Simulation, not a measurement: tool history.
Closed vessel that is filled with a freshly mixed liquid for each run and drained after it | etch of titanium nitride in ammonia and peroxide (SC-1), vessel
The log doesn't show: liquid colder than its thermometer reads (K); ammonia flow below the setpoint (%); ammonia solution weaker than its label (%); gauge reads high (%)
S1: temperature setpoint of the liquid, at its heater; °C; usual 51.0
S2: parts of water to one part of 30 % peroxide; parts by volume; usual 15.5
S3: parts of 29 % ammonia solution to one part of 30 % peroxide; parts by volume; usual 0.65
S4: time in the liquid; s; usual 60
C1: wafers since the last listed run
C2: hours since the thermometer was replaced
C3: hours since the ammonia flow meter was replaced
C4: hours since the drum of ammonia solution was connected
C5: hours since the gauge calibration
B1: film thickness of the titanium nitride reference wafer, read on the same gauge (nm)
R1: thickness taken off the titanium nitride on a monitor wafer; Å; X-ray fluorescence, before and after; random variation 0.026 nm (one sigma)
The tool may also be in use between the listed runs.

run 1 day=0.000 | S1=51.0 S2=15.5 S3=0.65 S4=60 | C1=0 C2=841.2 C3=1250.6 C4=109.7 C5=529.1 | B1=70.01 | R1=55.4
run 2 day=1.517 | S1=51.0 S2=15.5 S3=0.65 S4=60 | C1=3856 C2=877.6 C3=1287.0 C4=146.1 C5=565.5 | B1=70.03 | R1=55.1
run 3 day=4.204 | S1=51.0 S2=15.5 S3=0.65 S4=60 | C1=6832 C2=942.1 C3=1351.5 C4=210.6 C5=630.0 | B1=69.98 | R1=55.2
run 4 day=9.758 | S1=51.0 S2=11.0 S3=0.85 S4=60 | C1=14121 C2=1075.4 C3=1484.8 C4=343.9 C5=763.3 | B1=70.01 | R1=68.4
run 5 day=12.071 | S1=51.0 S2=11.0 S3=0.85 S4=60 | C1=5879 C2=1130.9 C3=1540.3 C4=399.4 C5=818.8 | B1=69.98 | R1=68.1
run 6 day=13.746 | S1=51.0 S2=11.0 S3=0.85 S4=60 | C1=4258 C2=1171.1 C3=1580.5 C4=439.6 C5=859.0 | B1=69.97 | R1=68.0
run 7 day=15.404 | S1=51.0 S2=15.5 S3=0.65 S4=80 | C1=4216 C2=1210.9 C3=1620.3 C4=479.4 C5=898.8 | B1=69.97 | R1=72.0
run 8 day=16.521 | S1=51.0 S2=15.5 S3=0.65 S4=60 | C1=2839 C2=1237.7 C3=1647.1 C4=506.2 C5=925.6 | B1=70.07 | R1=54.0
run 9 day=17.588 | S1=51.0 S2=15.5 S3=0.80 S4=60 | C1=2712 C2=1263.3 C3=1672.7 C4=531.8 C5=951.2 | B1=70.03 | R1=55.9
run 10 day=19.958 | S1=51.0 S2=15.5 S3=0.80 S4=60 | C1=6027 C2=1320.2 C3=1729.6 C4=588.7 C5=1008.1 | B1=69.95 | R1=56.1
run 11 day=21.088 | S1=51.0 S2=15.5 S3=0.65 S4=60 | C1=2870 C2=1347.3 C3=1756.7 C4=615.8 C5=1035.2 | B1=70.00 | R1=54.1
-- day=22.488 new drum of ammonia solution connected
-- day=22.500 ammonia flow meter replaced
run 12 day=22.658 | S1=51.0 S2=15.5 S3=0.65 S4=60 | C1=3860 C2=1385.0 C3=3.8 C4=4.1 C5=1072.9 | B1=70.02 | R1=54.6
run 13 day=24.254 | S1=51.0 S2=15.5 S3=0.65 S4=60 | C1=4057 C2=1423.3 C3=42.1 C4=42.4 C5=1111.2 | B1=69.95 | R1=54.5
-- day=27.562 thermometer replaced
run 14 day=31.896 | S1=51.0 S2=15.5 S3=0.65 S4=60 | C1=19323 C2=104.0 C3=225.5 C4=225.8 C5=1294.6 | B1=69.97 | R1=56.9
run 15 day=33.067 | S1=51.0 S2=15.5 S3=0.65 S4=60 | C1=2976 C2=132.1 C3=253.6 C4=253.9 C5=1322.7 | B1=70.00 | R1=57.0
run 16 day=35.325 | S1=51.0 S2=15.5 S3=0.65 S4=60 | C1=5741 C2=186.3 C3=307.8 C4=308.1 C5=1376.9 | B1=70.00 | R1=56.3
run 17 day=36.633 | S1=51.0 S2=23.5 S3=0.65 S4=60 | C1=3326 C2=217.7 C3=339.2 C4=339.5 C5=1408.3 | B1=70.00 | R1=45.0
run 18 day=39.362 | S1=51.0 S2=15.5 S3=0.65 S4=30 | C1=6938 C2=283.2 C3=404.7 C4=405.0 C5=1473.8 | B1=69.97 | R1=28.3
run 19 day=41.075 | S1=51.0 S2=8.0 S3=0.65 S4=60 | C1=4354 C2=324.3 C3=445.8 C4=446.1 C5=1514.9 | B1=70.06 | R1=80.3
-- day=45.679 new drum of ammonia solution connected
run 20 day=47.288 | S1=45.0 S2=8.0 S3=0.35 S4=30 | C1=15689 C2=473.4 C3=594.9 C4=38.6 C5=1664.0 | B1=69.94 | R1=23.3
run 21 day=48.675 | S1=51.0 S2=15.5 S3=0.50 S4=60 | C1=3527 C2=506.7 C3=628.2 C4=71.9 C5=1697.3 | B1=69.99 | R1=53.4
-- day=49.808 gauge calibrated
run 22 day=50.808 | S1=51.0 S2=18.5 S3=0.65 S4=30 | C1=5424 C2=557.9 C3=679.4 C4=123.1 C5=24.0 | B1=69.98 | R1=25.3
run 23 day=52.908 | S1=51.0 S2=15.5 S3=0.65 S4=60 | C1=5339 C2=608.3 C3=729.8 C4=173.5 C5=74.4 | B1=69.97 | R1=55.5
run 24 day=54.229 | S1=51.0 S2=15.5 S3=0.65 S4=60 | C1=3358 C2=640.0 C3=761.5 C4=205.2 C5=106.1 | B1=70.01 | R1=56.0
run 25 day=55.517 | S1=51.0 S2=15.5 S3=0.80 S4=60 | C1=3273 C2=670.9 C3=792.4 C4=236.1 C5=137.0 | B1=69.97 | R1=57.6
run 26 day=58.254 | S1=58.0 S2=15.5 S3=0.65 S4=60 | C1=6960 C2=736.6 C3=858.1 C4=301.8 C5=202.7 | B1=69.96 | R1=89.4
run 27 day=60.538 | S1=43.5 S2=20.0 S3=0.65 S4=60 | C1=5805 C2=791.4 C3=912.9 C4=356.6 C5=257.5 | B1=69.93 | R1=28.4
run 28 day=61.708 | S1=51.0 S2=15.5 S3=0.65 S4=60 | C1=2976 C2=819.5 C3=941.0 C4=384.7 C5=285.6 | B1=70.04 | R1=55.3
run 29 day=64.383 | S1=51.0 S2=12.5 S3=0.65 S4=60 | C1=6801 C2=883.7 C3=1005.2 C4=448.9 C5=349.8 | B1=69.98 | R1=62.1

3 ways to go on from here, each from the tool as it stands after run 29. What would each give?
run A day=64.412 | S1=51.0 S2=15.5 S3=0.65 S4=60 | C1=74 C2=884.4 C3=1005.9 C4=449.6 C5=350.5 | B1=? | R1=?
run B day=64.412 | S1=51.0 S2=22.0 S3=0.65 S4=30 | C1=74 C2=884.4 C3=1005.9 C4=449.6 C5=350.5 | B1=? | R1=?
run C day=64.412 | S1=51.0 S2=15.5 S3=0.65 S4=35 | C1=74 C2=884.4 C3=1005.9 C4=449.6 C5=350.5 | B1=? | R1=?

run=A B1=69.95 R1=55.2
run=B B1=69.95 R1=22.8
run=C B1=69.95 R1=32.2
Without the tool's hidden state the same runs would have given:
run=A R1=58.0
run=B R1=23.9
run=C R1=33.8

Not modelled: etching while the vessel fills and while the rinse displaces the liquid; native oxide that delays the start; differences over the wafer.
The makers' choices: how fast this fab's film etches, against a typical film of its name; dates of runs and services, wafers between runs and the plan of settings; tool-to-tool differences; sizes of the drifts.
